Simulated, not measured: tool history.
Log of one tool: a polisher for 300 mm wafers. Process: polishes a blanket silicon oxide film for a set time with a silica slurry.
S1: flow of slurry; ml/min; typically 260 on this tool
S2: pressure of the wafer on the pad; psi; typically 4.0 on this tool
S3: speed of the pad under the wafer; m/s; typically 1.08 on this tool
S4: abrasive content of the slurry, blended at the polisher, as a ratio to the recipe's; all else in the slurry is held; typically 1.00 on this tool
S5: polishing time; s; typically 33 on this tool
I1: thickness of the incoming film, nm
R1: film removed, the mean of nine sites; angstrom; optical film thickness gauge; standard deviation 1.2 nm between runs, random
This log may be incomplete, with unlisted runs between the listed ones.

run 1 hour=0.0 | S1=205 S2=4.0 S3=1.08 S4=1.00 S5=33 | I1=1519.3 | R1=948
-- hour=19.0 slurry nozzle cleaned
run 2 hour=60.4 | S1=260 S2=4.0 S3=1.08 S4=1.00 S5=33 | I1=1524.8 | R1=976
run 3 hour=115.5 | S1=260 S2=4.0 S3=1.08 S4=1.00 S5=33 | I1=1532.3 | R1=968
-- hour=215.1 conditioning disc replaced and pad reconditioned
-- hour=273.0 slurry blender recalibrated
-- hour=360.5 worn pad replaced by a new one
run 4 hour=385.2 | S1=260 S2=4.0 S3=0.82 S4=0.80 S5=33 | I1=1520.1 | R1=763
-- hour=416.4 head pressure recalibrated
run 5 hour=465.8 | S1=260 S2=4.0 S3=0.82 S4=0.80 S5=33 | I1=1533.8 | R1=749
run 6 hour=567.6 | S1=260 S2=4.0 S3=0.82 S4=0.80 S5=33 | I1=1559.6 | R1=756
-- hour=656.9 conditioning disc replaced and pad reconditioned
run 7 hour=682.5 | S1=260 S2=4.0 S3=1.08 S4=1.00 S5=33 | I1=1526.1 | R1=1046
-- hour=704.4 slurry blender recalibrated
-- hour=737.9 slurry nozzle cleaned
-- hour=747.8 worn pad replaced by a new one
run 8 hour=784.9 | S1=215 S2=4.0 S3=1.08 S4=1.00 S5=33 | I1=1515.9 | R1=976
run 9 hour=838.6 | S1=260 S2=4.0 S3=1.08 S4=1.00 S5=27 | I1=1535.2 | R1=797
-- hour=928.1 head pressure recalibrated
-- hour=1127.9 conditioning disc replaced and pad reconditioned
run 10 hour=1135.9 | S1=260 S2=4.0 S3=1.32 S4=1.00 S5=42 | I1=1540.0 | R1=1525
-- hour=1167.3 slurry blender recalibrated
-- hour=1180.5 worn pad replaced by a new one, of another model than before
run 11 hour=1212.1 | S1=285 S2=4.0 S3=1.08 S4=1.00 S5=33 | I1=1511.6 | R1=1023
run 12 hour=1266.0 | S1=225 S2=4.4 S3=1.08 S4=1.25 S5=28 | I1=1537.4 | R1=907
run 13 hour=1323.0 | S1=190 S2=4.8 S3=1.08 S4=0.75 S5=43 | I1=1507.8 | R1=1307
run 14 hour=1387.4 | S1=260 S2=4.0 S3=1.08 S4=1.00 S5=33 | I1=1536.4 | R1=999
run 15 hour=1490.2 | S1=260 S2=3.2 S3=1.08 S4=1.00 S5=33 | I1=1560.6 | R1=882
-- hour=1495.3 head pressure recalibrated
-- hour=1529.9 slurry nozzle cleaned
-- hour=1545.0 conditioning disc replaced and pad reconditioned
-- hour=1584.3 worn pad replaced by a new one
-- hour=1584.5 slurry blender recalibrated
run 16 hour=1594.9 | S1=260 S2=4.0 S3=1.08 S4=1.00 S5=33 | I1=1530.9 | R1=1007
run 17 hour=1652.2 | S1=260 S2=4.0 S3=1.08 S4=1.00 S5=33 | I1=1518.1 | R1=1000
run 18 hour=1797.4 | S1=295 S2=4.0 S3=1.08 S4=1.30 S5=43 | I1=1512.4 | R1=1363
run 19 hour=1836.3 | S1=260 S2=4.0 S3=1.08 S4=1.00 S5=33 | I1=1514.0 | R1=981
-- hour=1930.5 conditioning disc replaced and pad reconditioned
run 20 hour=1943.9 | S1=260 S2=2.7 S3=1.08 S4=0.80 S5=33 | I1=1539.3 | R1=805
-- hour=1985.0 worn pad replaced by a new one
-- hour=1988.9 slurry blender recalibrated
run 21 hour=2019.7 | S1=175 S2=4.0 S3=0.96 S4=0.80 S5=44 | I1=1540.5 | R1=1187
-- hour=2070.7 head pressure recalibrated
run 22 hour=2072.1 | S1=295 S2=4.5 S3=1.08 S4=1.00 S5=26 | I1=1504.9 | R1=863

Exercise: give the hidden state of the tool at every run:
removal rate lost through wear of the pad, %: 0, the same for each run
slurry flow missing at the pad, %: 0, the same for each run
deviation of the head's pressure from its setpoint, %: 0, the same for each run
abrasive missing from the slurry, %: 0, the same for each run
H1: time polished since the conditioner stopped cutting, s
run=1 H1=65.7
run=2 H1=73
run=3 H1=77.4
run=4 H1=59.2
run=5 H1=68.9
run=6 H1=75.3
run=7 H1=14.6
run=8 H1=46.3
run=9 H1=55.8
run=10 H1=10.4
run=11 H1=39.4
run=12 H1=52.3
run=13 H1=61.5
run=14 H1=68.4
run=15 H1=74.5
run=16 H1=38.5
run=17 H1=55.8
run=18 H1=78
run=19 H1=81.1
run=20 H1=11.2
run=21 H1=39
run=22 H1=51.2
